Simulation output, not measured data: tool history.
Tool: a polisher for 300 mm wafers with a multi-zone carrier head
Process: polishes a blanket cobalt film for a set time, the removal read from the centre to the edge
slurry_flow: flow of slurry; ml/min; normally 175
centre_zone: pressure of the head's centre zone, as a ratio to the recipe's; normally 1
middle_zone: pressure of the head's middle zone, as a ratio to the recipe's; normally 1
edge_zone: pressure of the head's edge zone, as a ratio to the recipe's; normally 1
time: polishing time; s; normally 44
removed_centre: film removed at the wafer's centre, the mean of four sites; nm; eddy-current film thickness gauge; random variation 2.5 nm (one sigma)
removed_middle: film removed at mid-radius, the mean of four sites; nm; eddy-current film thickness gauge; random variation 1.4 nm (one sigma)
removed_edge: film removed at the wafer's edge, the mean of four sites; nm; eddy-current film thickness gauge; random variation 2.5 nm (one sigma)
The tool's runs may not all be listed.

run   hour  slurry_flow  centre_zone  middle_zone  edge_zone  time  wafers since the last listed run  wafers polished on this pad  hours since the slurry nozzle was cleaned  hours since the centre zone pressure was calibrated  hours since the edge zone pressure was calibrated  hours since the carrier head's membrane was replaced  incoming thickness of the incoming film, nm  removed_centre  removed_middle  removed_edge
  1      0          175            1            1          1    51                                 0                          506                                        674                                                950.1                                              112.9                                                 945.9                                        881.7           229.3           240.3         230.5
       5.9  -- slurry nozzle cleaned
  2   13.1          155         1.08            1          1    44                               159                          665                                        7.2                                                963.2                                                126                                                   959                                        882.8           214.4           198.3         192.7
  3   41.3          175            1            1          1    44                               370                         1036                                       35.4                                                991.4                                              154.2                                                 987.2                                        876.4           192.9           199.2         197.2
      55.3  -- centre zone pressure recalibrated
  4   76.2          175            1            1          1    44                               432                         1469                                       70.3                                                 20.9                                              189.1                                                1022.1                                        878.1           190.1           196.3         187.4
  5   93.3          210            1         0.89          1    44                               224                         1693                                       87.4                                                   38                                              206.2                                                1039.2                                        869.7           192.2           181.5         188.4
  6  109.9          220            1         0.89          1    44                               218                         1912                                        104                                                 54.6                                              222.8                                                1055.8                                        875.6           199.5           179.6         186.5
  7  134.1          175            1         1.11          1    35                               318                         2230                                      128.2                                                 78.8                                                247                                                  1080                                        892.4             146           163.1           143
  8  154.4          175            1            1          1    44                               266                         2497                                      148.5                                                 99.1                                              267.3                                                1100.3                                        877.3             183           184.8         175.4
       177  -- carrier head's membrane replaced by a new one
  9  184.3          175         1.11            1       0.91    44                               327                         2824                                      178.4                                                  129                                              297.2                                                   7.3                                        884.4           196.8           182.8         169.2
       192  -- worn pad replaced by a new one
 10  199.7          175            1            1          1    44                               149                          101                                      193.8                                                144.4                                              312.6                                                  22.7                                        882.9           200.8           208.7         203.2
 11  217.1          130            1         0.89          1    56                               228                          330                                      211.2                                                161.8                                                330                                                  40.1                                        883.5           238.6           224.3         245.6
 12  250.2          175         0.96         0.93       1.11    34                               435                          765                                      244.3                                                194.9                                              363.1                                                  73.2                                        886.1           143.7           147.4         157.5
 13  279.3          210         1.04         1.08       1.07    44                               382                         1147                                      273.4                                                  224                                              392.2                                                 102.3                                        883.2           207.6           217.2         204.8
 14    313          115          0.9            1          1    35                               443                         1590                                      307.1                                                257.7                                              425.9                                                   136                                        887.1           121.6           141.5         138.3
 15  328.5          175            1            1          1    44                               203                         1794                                      322.6                                                273.2                                              441.4                                                 151.5                                        890.1           187.9           193.4         191.4

Run 16 comes next. What will it give?
 16  344.3          140            1         0.88       0.93    32                               207                         2002                                      338.4                                                  289                                              457.2                                                 167.3                                        880.9               ?               ?             ?

removed_centre: 130.2 nm
removed_middle: 120 nm
removed_edge: 126.9 nm
The same run, on a tool lacking any hidden state, would have yielded removed_centre 143.4 nm, removed_middle 132.2 nm, removed_edge 139.7 nm.
